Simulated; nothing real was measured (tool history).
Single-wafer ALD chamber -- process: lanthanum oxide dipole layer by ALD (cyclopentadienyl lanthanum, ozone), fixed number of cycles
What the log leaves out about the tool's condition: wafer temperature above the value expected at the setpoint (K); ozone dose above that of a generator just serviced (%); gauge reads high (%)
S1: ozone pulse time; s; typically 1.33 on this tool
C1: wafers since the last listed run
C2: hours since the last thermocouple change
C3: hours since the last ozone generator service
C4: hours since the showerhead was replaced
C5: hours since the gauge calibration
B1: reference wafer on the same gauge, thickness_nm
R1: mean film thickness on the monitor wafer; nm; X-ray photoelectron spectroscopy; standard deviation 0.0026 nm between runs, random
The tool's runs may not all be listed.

run 1 hour=0 | S1=0.93 | C1=0 C2=1273.5 C3=372.4 C4=3363.5 C5=406.6 | B1=0.581 | R1=0.451
run 2 hour=91 | S1=0.93 | C1=1500 C2=1364.5 C3=463.4 C4=3454.5 C5=497.6 | B1=0.582 | R1=0.446
run 3 hour=195.8 | S1=1.33 | C1=1728 C2=1469.3 C3=568.2 C4=3559.3 C5=602.4 | B1=0.581 | R1=0.489
-- hour=389.2 showerhead replaced
run 4 hour=413.1 | S1=1.33 | C1=3451 C2=1686.6 C3=785.5 C4=23.9 C5=819.7 | B1=0.582 | R1=0.487
run 5 hour=513.5 | S1=1.68 | C1=1655 C2=1787 C3=885.9 C4=124.3 C5=920.1 | B1=0.58 | R1=0.513
run 6 hour=598.6 | S1=1.68 | C1=1403 C2=1872.1 C3=971 C4=209.4 C5=1005.2 | B1=0.581 | R1=0.519
run 7 hour=672.2 | S1=1.33 | C1=1213 C2=1945.7 C3=1044.6 C4=283 C5=1078.8 | B1=0.581 | R1=0.487
-- hour=674.1 gauge calibrated
-- hour=688.8 thermocouple changed; heater temperature recalibrated
run 8 hour=759.9 | S1=1.33 | C1=1314 C2=71.1 C3=1132.3 C4=370.7 C5=85.8 | B1=0.58 | R1=0.489

Predict the results of run 9:
run 9 hour=851.4 | S1=1.01 | C1=1509 C2=162.6 C3=1223.8 C4=462.2 C5=177.3 | B1=? | R1=?

For run 9 the tool returned B1 0.581, R1 0.451 nm.
Minus the tool's unlogged condition, the same run would have read R1 0.488 nm.

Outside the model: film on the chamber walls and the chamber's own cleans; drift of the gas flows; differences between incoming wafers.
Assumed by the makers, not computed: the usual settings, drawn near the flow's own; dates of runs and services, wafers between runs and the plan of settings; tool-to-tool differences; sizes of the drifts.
